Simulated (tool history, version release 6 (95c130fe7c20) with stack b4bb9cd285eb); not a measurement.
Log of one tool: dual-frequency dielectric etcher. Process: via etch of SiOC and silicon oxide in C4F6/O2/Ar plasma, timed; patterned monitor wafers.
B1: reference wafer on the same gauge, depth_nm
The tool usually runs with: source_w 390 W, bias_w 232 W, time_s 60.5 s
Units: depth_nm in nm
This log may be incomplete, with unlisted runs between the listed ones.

{"run": 1, "hour": 0.0, "source_w": 390, "bias_w": 232, "time_s": 54.5, "B1": 79.7, "depth_nm": 66.6}
{"run": 2, "hour": 7.7, "source_w": 390, "bias_w": 263, "time_s": 67.5, "B1": 79.7, "depth_nm": 87.0}
{"run": 3, "hour": 16.2, "source_w": 390, "bias_w": 263, "time_s": 67.5, "B1": 79.8, "depth_nm": 87.2}
{"run": 4, "hour": 28.0, "source_w": 390, "bias_w": 192, "time_s": 60.5, "B1": 79.7, "depth_nm": 68.7}
{"run": 5, "hour": 42.9, "source_w": 390, "bias_w": 232, "time_s": 60.5, "B1": 79.8, "depth_nm": 74.4}
{"run": 6, "hour": 54.0, "source_w": 390, "bias_w": 232, "time_s": 60.5, "B1": 79.8, "depth_nm": 74.2}
{"run": 7, "hour": 68.6, "source_w": 390, "bias_w": 278, "time_s": 60.5, "B1": 79.8, "depth_nm": 79.8}
{"run": 8, "hour": 84.3, "source_w": 390, "bias_w": 278, "time_s": 60.5, "B1": 79.8, "depth_nm": 80.4}
{"hour": 112.3, "done": "upper electrode replaced"}
{"run": 9, "hour": 112.8, "source_w": 390, "bias_w": 278, "time_s": 60.5, "B1": 79.9, "depth_nm": 80.1}
{"run": 10, "hour": 113.1, "source_w": 390, "bias_w": 232, "time_s": 60.5, "B1": 79.7, "depth_nm": 74.6}
{"run": 11, "hour": 116.8, "source_w": 390, "bias_w": 232, "time_s": 60.5, "B1": 79.8, "depth_nm": 74.8}
{"run": 12, "hour": 125.2, "source_w": 390, "bias_w": 232, "time_s": 60.5, "B1": 79.8, "depth_nm": 75.1}
{"run": 13, "hour": 141.8, "source_w": 430, "bias_w": 289, "time_s": 46.5, "B1": 79.8, "depth_nm": 64.9}
{"hour": 169.6, "done": "source power generator calibrated"}
{"hour": 178.2, "done": "wet clean of the chamber"}
{"run": 14, "hour": 178.7, "source_w": 390, "bias_w": 179, "time_s": 49.5, "B1": 79.8, "depth_nm": 56.4}
{"hour": 179.8, "done": "gauge calibrated"}
{"run": 15, "hour": 190.7, "source_w": 300, "bias_w": 232, "time_s": 78.0, "B1": 79.7, "depth_nm": 91.9}
{"run": 16, "hour": 206.6, "source_w": 390, "bias_w": 232, "time_s": 60.5, "B1": 79.8, "depth_nm": 76.3}
{"run": 17, "hour": 214.5, "source_w": 310, "bias_w": 178, "time_s": 46.5, "B1": 79.9, "depth_nm": 49.7}
{"hour": 237.4, "done": "bias power generator calibrated"}
{"hour": 243.5, "done": "wet clean of the chamber, repeated, since the last time left the tool worse"}
{"run": 18, "hour": 244.0, "source_w": 440, "bias_w": 263, "time_s": 45.0, "B1": 79.8, "depth_nm": 59.0}
{"run": 19, "hour": 244.4, "source_w": 390, "bias_w": 232, "time_s": 77.5, "B1": 79.8, "depth_nm": 91.8}
{"run": 20, "hour": 249.5, "source_w": 460, "bias_w": 232, "time_s": 60.5, "B1": 79.8, "depth_nm": 75.7}
{"run": 21, "hour": 292.1, "source_w": 390, "bias_w": 270, "time_s": 50.0, "B1": 79.9, "depth_nm": 63.6}
{"run": 22, "hour": 304.2, "source_w": 300, "bias_w": 279, "time_s": 60.5, "B1": 79.9, "depth_nm": 71.8}
{"run": 23, "hour": 317.0, "source_w": 390, "bias_w": 232, "time_s": 60.5, "B1": 79.8, "depth_nm": 72.7}
{"run": 24, "hour": 331.7, "source_w": 390, "bias_w": 277, "time_s": 60.5, "B1": 79.7, "depth_nm": 77.4}
{"run": 25, "hour": 341.4, "source_w": 390, "bias_w": 203, "time_s": 74.0, "B1": 79.8, "depth_nm": 83.8}

4 options for the next run, each taken on its own from the tool as it stands now. Forecast them:
{"run": "A", "hour": 341.8, "source_w": 390, "bias_w": 232, "time_s": 42.5, "B1": "?", "depth_nm": "?"}
{"run": "B", "hour": 341.8, "source_w": 440, "bias_w": 284, "time_s": 55.0, "B1": "?", "depth_nm": "?"}
{"run": "C", "hour": 341.8, "source_w": 390, "bias_w": 232, "time_s": 69.5, "B1": "?", "depth_nm": "?"}
{"run": "D", "hour": 341.8, "source_w": 390, "bias_w": 195, "time_s": 51.5, "B1": "?", "depth_nm": "?"}

run=A B1=79.8 depth_nm=50.8
run=B B1=79.8 depth_nm=74.2
run=C B1=79.8 depth_nm=83.0
run=D B1=79.8 depth_nm=57.3
The same runs, with their run-to-run variation unchanged, on a tool lacking any hidden condition would have given:
run=A depth_nm=50.6
run=B depth_nm=73.9
run=C depth_nm=82.7
run=D depth_nm=57.1

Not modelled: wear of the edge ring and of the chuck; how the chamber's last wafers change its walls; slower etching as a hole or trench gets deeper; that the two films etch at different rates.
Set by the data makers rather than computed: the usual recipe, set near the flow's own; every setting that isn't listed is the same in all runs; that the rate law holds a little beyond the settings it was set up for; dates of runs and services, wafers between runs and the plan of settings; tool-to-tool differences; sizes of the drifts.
